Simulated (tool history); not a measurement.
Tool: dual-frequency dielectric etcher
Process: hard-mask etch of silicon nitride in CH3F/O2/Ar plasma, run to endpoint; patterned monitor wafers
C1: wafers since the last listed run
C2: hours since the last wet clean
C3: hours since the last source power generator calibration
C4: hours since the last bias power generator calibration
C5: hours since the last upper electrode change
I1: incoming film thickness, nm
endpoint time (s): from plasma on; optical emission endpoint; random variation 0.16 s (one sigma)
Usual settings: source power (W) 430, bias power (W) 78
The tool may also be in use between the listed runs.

run 1 hour=0.0 | source_power_(W)=430 bias_power_(W)=78 | C1=0 C2=577.2 C3=3217.3 C4=1300.8 C5=2559.4 | I1=39.21 | endpoint_time_(s)=55.3
run 2 hour=17.1 | source_power_(W)=430 bias_power_(W)=78 | C1=149 C2=594.3 C3=3234.4 C4=1317.9 C5=2576.5 | I1=39.11 | endpoint_time_(s)=55.1
run 3 hour=26.0 | source_power_(W)=510 bias_power_(W)=66 | C1=77 C2=603.2 C3=3243.3 C4=1326.8 C5=2585.4 | I1=39.31 | endpoint_time_(s)=56.4
run 4 hour=41.4 | source_power_(W)=510 bias_power_(W)=66 | C1=134 C2=618.6 C3=3258.7 C4=1342.2 C5=2600.8 | I1=38.78 | endpoint_time_(s)=55.7
run 5 hour=52.0 | source_power_(W)=510 bias_power_(W)=66 | C1=92 C2=629.2 C3=3269.3 C4=1352.8 C5=2611.4 | I1=39.03 | endpoint_time_(s)=56.3
run 6 hour=65.5 | source_power_(W)=430 bias_power_(W)=78 | C1=117 C2=642.7 C3=3282.8 C4=1366.3 C5=2624.9 | I1=39.10 | endpoint_time_(s)=55.4
-- hour=94.9 wet clean of the chamber
run 7 hour=95.4 | source_power_(W)=390 bias_power_(W)=86 | C1=51 C2=0.5 C3=3312.7 C4=1396.2 C5=2654.8 | I1=39.81 | endpoint_time_(s)=52.6
run 8 hour=95.8 | source_power_(W)=390 bias_power_(W)=86 | C1=3 C2=0.9 C3=3313.1 C4=1396.6 C5=2655.2 | I1=39.22 | endpoint_time_(s)=51.6
run 9 hour=96.1 | source_power_(W)=390 bias_power_(W)=86 | C1=2 C2=1.2 C3=3313.4 C4=1396.9 C5=2655.5 | I1=39.35 | endpoint_time_(s)=51.9
run 10 hour=105.3 | source_power_(W)=430 bias_power_(W)=78 | C1=80 C2=10.4 C3=3322.6 C4=1406.1 C5=2664.7 | I1=39.33 | endpoint_time_(s)=52.7
run 11 hour=118.5 | source_power_(W)=430 bias_power_(W)=60 | C1=115 C2=23.6 C3=3335.8 C4=1419.3 C5=2677.9 | I1=39.19 | endpoint_time_(s)=57.9
run 12 hour=132.7 | source_power_(W)=430 bias_power_(W)=78 | C1=124 C2=37.8 C3=3350.0 C4=1433.5 C5=2692.1 | I1=39.07 | endpoint_time_(s)=52.7
run 13 hour=141.7 | source_power_(W)=430 bias_power_(W)=78 | C1=78 C2=46.8 C3=3359.0 C4=1442.5 C5=2701.1 | I1=38.72 | endpoint_time_(s)=52.0
run 14 hour=152.9 | source_power_(W)=430 bias_power_(W)=78 | C1=97 C2=58.0 C3=3370.2 C4=1453.7 C5=2712.3 | I1=38.94 | endpoint_time_(s)=52.1
-- hour=178.4 upper electrode replaced
run 15 hour=178.9 | source_power_(W)=460 bias_power_(W)=89 | C1=17 C2=84.0 C3=3396.2 C4=1479.7 C5=0.5 | I1=39.33 | endpoint_time_(s)=49.4
run 16 hour=188.8 | source_power_(W)=360 bias_power_(W)=95 | C1=86 C2=93.9 C3=3406.1 C4=1489.6 C5=10.4 | I1=39.05 | endpoint_time_(s)=50.9
-- hour=195.7 source power generator calibrated
-- hour=207.5 bias power generator calibrated
run 17 hour=208.0 | source_power_(W)=350 bias_power_(W)=90 | C1=97 C2=113.1 C3=12.3 C4=0.5 C5=29.6 | I1=39.20 | endpoint_time_(s)=52.8
run 18 hour=218.6 | source_power_(W)=540 bias_power_(W)=91 | C1=92 C2=123.7 C3=22.9 C4=11.1 C5=40.2 | I1=39.01 | endpoint_time_(s)=46.9
run 19 hour=232.8 | source_power_(W)=510 bias_power_(W)=61 | C1=124 C2=137.9 C3=37.1 C4=25.3 C5=54.4 | I1=39.06 | endpoint_time_(s)=55.4
run 20 hour=250.0 | source_power_(W)=390 bias_power_(W)=65 | C1=150 C2=155.1 C3=54.3 C4=42.5 C5=71.6 | I1=39.31 | endpoint_time_(s)=58.3
run 21 hour=266.5 | source_power_(W)=510 bias_power_(W)=87 | C1=144 C2=171.6 C3=70.8 C4=59.0 C5=88.1 | I1=38.85 | endpoint_time_(s)=48.4

Hidden state or all else? Some run-to-run changes of endpoint time (s), split into what the settings, what came in and random variation would give without the hidden state, and what is left for the hidden state (with any gauge scatter that isn't in both results):
The hidden state here: etch rate over this chamber's usual, %; source power that arrives over what is set, %; bias power that arrives over what is set, %.
Run 6 -> 7: source power (W) 430 -> 390, bias power (W) 78 -> 86, wet clean of the chamber. endpoint time (s) -2.8: hidden state -3.0, all else +0.2.
Run 18 -> 19: source power (W) 540 -> 510, bias power (W) 91 -> 61. endpoint time (s) +8.5: hidden state +0.0, all else +8.5.
Run 19 -> 20: source power (W) 510 -> 390, bias power (W) 61 -> 65. endpoint time (s) +2.9: hidden state +0.2, all else +2.7.
Run 20 -> 21: source power (W) 390 -> 510, bias power (W) 65 -> 87. endpoint time (s) -9.9: hidden state +0.0, all else -9.9.

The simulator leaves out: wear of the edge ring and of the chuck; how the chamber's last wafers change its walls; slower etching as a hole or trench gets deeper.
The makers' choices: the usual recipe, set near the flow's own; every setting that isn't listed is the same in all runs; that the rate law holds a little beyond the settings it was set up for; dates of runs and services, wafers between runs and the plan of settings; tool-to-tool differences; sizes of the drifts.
